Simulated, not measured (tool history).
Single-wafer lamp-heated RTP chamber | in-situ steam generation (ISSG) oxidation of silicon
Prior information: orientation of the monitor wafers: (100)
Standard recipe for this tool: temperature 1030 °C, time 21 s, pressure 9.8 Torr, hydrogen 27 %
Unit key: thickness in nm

| run | hour | temperature | time | pressure | hydrogen | wafers since the last listed run | wafers since the last pyrometer calibration | hours since the pressure gauge was zeroed | hours since the hydrogen flow controller was replaced | hours since the gauge calibration | read-back reference wafer on the same gauge, thickness | thickness |
|---|---|---|---|---|---|---|---|---|---|---|---|---|
| 1 | 0.0 | 1041 | 21 | 9.8 | 27 | 0 | 4164 | 4922.5 | 5778.3 | 97.8 | 8.333 | 7.695 |
| 2 | 36.8 | 1041 | 21 | 9.8 | 27 | 486 | 4650 | 4959.3 | 5815.1 | 134.6 | 8.328 | 7.733 |
| 3 | 49.9 | 1030 | 21 | 9.8 | 27 | 173 | 4823 | 4972.4 | 5828.2 | 147.7 | 8.326 | 7.332 |
| 4 | 67.9 | 1030 | 21 | 9.8 | 27 | 237 | 5061 | 4990.4 | 5846.2 | 165.7 | 8.313 | 7.343 |
| 5 | 82.6 | 1030 | 27 | 9.5 | 27 | 194 | 5255 | 5005.1 | 5860.9 | 180.4 | 8.319 | 8.412 |
| 6 | 94.4 | 1030 | 27 | 9.5 | 27 | 155 | 5411 | 5016.9 | 5872.7 | 192.2 | 8.305 | 8.441 |
| 7 | 101.8 | 1030 | 27 | 9.5 | 27 | 97 | 5509 | 5024.3 | 5880.1 | 199.6 | 8.322 | 8.450 |
| 8 | 115.6 | 1030 | 21 | 9.8 | 27 | 182 | 5691 | 5038.1 | 5893.9 | 213.4 | 8.320 | 7.387 |
| 9 | 131.0 | 1030 | 21 | 9.8 | 27 | 203 | 5895 | 5053.5 | 5909.3 | 228.8 | 8.323 | 7.370 |
| 10 | 143.0 | 1030 | 21 | 9.8 | 27 | 158 | 6053 | 5065.5 | 5921.3 | 240.8 | 8.325 | 7.366 |
| 11 | 158.2 | 1030 | 21 | 9.8 | 27 | 200 | 6254 | 5080.7 | 5936.5 | 256.0 | 8.322 | 7.439 |
| 12 | 166.1 | 1030 | 21 | 9.8 | 27 | 104 | 6359 | 5088.6 | 5944.4 | 263.9 | 8.327 | 7.395 |
| 13 | 175.3 | 1030 | 21 | 9.8 | 27 | 121 | 6480 | 5097.8 | 5953.6 | 273.1 | 8.314 | 7.451 |
|  | 178.5 | gauge calibrated |
| 14 | 181.4 | 1030 | 21 | 9.8 | 27 | 80 | 6561 | 5103.9 | 5959.7 | 2.9 | 8.313 | 7.418 |
|  | 190.5 | hydrogen flow controller replaced |
| 15 | 198.6 | 1030 | 21 | 9.8 | 27 | 121 | 6682 | 5121.1 | 8.1 | 20.1 | 8.308 | 7.498 |
| 16 | 212.8 | 1030 | 21 | 9.8 | 27 | 187 | 6870 | 5135.3 | 22.3 | 34.3 | 8.321 | 7.481 |
|  | 226.9 | pressure gauge zeroed |
| 17 | 227.4 | 1022 | 21 | 10.2 | 20 | 87 | 6957 | 0.5 | 36.9 | 48.9 | 8.324 | 6.687 |
| 18 | 229.2 | 1030 | 27 | 10.2 | 21 | 23 | 6981 | 2.3 | 38.7 | 50.7 | 8.320 | 8.004 |
| 19 | 239.7 | 1030 | 21 | 10.2 | 27 | 138 | 7120 | 12.8 | 49.2 | 61.2 | 8.318 | 7.433 |
|  | 251.3 | pyrometer window cleaned and pyrometer calibrated |
| 20 | 251.8 | 1030 | 21 | 9.8 | 27 | 54 | 7 | 24.9 | 61.3 | 73.3 | 8.315 | 7.209 |
| 21 | 264.0 | 1030 | 26 | 10.2 | 32 | 161 | 168 | 37.1 | 73.5 | 85.5 | 8.327 | 8.251 |
| 22 | 279.0 | 1030 | 13 | 10.2 | 23 | 198 | 366 | 52.1 | 88.5 | 100.5 | 8.315 | 5.425 |
| 23 | 286.7 | 1030 | 13 | 9.8 | 30 | 101 | 468 | 59.8 | 96.2 | 108.2 | 8.316 | 5.871 |
| 24 | 293.5 | 1030 | 13 | 9.8 | 30 | 89 | 558 | 66.6 | 103.0 | 115.0 | 8.323 | 5.858 |
| 25 | 306.9 | 1030 | 21 | 9.8 | 27 | 177 | 735 | 80.0 | 116.4 | 128.4 | 8.324 | 7.225 |
| 26 | 316.5 | 1015 | 21 | 9.4 | 27 | 126 | 861 | 89.6 | 126.0 | 138.0 | 8.317 | 6.778 |
| 27 | 332.0 | 1043 | 18 | 9.8 | 27 | 204 | 1066 | 105.1 | 141.5 | 153.5 | 8.320 | 7.109 |
| 28 | 344.2 | 1030 | 21 | 9.8 | 27 | 161 | 1227 | 117.3 | 153.7 | 165.7 | 8.324 | 7.196 |
| 29 | 354.8 | 1030 | 21 | 9.8 | 27 | 140 | 1368 | 127.9 | 164.3 | 176.3 | 8.308 | 7.198 |
| 30 | 361.4 | 1030 | 21 | 10.2 | 21 | 87 | 1455 | 134.5 | 170.9 | 182.9 | 8.325 | 6.778 |
| 31 | 370.6 | 1030 | 28 | 9.8 | 18 | 121 | 1576 | 143.7 | 180.1 | 192.1 | 8.316 | 7.636 |

Selected run-to-run steps in thickness, each split into two signed amounts: the part the tool would show with no hidden state at all (from settings, incoming material and random variation), and the remainder, which goes to the hidden state together with any gauge scatter not common to the measured and the hidden-state-free results:
Unlogged tool condition in this case: true wafer temperature minus pyrometer reading, K; true pressure minus gauge reading, Torr; deviation of the hydrogen flow from its setpoint, %; gauge reads high (%).
Run 4 -> 5: time 21 -> 27, pressure 9.8 -> 9.5. thickness +1.069 nm: hidden state +0.044, all else +1.025.
Run 17 -> 18: temperature 1022 -> 1030, time 21 -> 27, hydrogen 20 -> 21. thickness +1.317 nm: hidden state +0.083, all else +1.234.
Run 19 -> 20: pressure 10.2 -> 9.8, pyrometer window cleaned and pyrometer calibrated. thickness -0.224 nm: hidden state -0.287, all else +0.063.
Run 21 -> 22: time 26 -> 13, hydrogen 32 -> 23. thickness -2.826 nm: hidden state -0.013, all else -2.813.
Run 24 -> 25: time 13 -> 21, hydrogen 30 -> 27. thickness +1.367 nm: hidden state +0.009, all else +1.358.

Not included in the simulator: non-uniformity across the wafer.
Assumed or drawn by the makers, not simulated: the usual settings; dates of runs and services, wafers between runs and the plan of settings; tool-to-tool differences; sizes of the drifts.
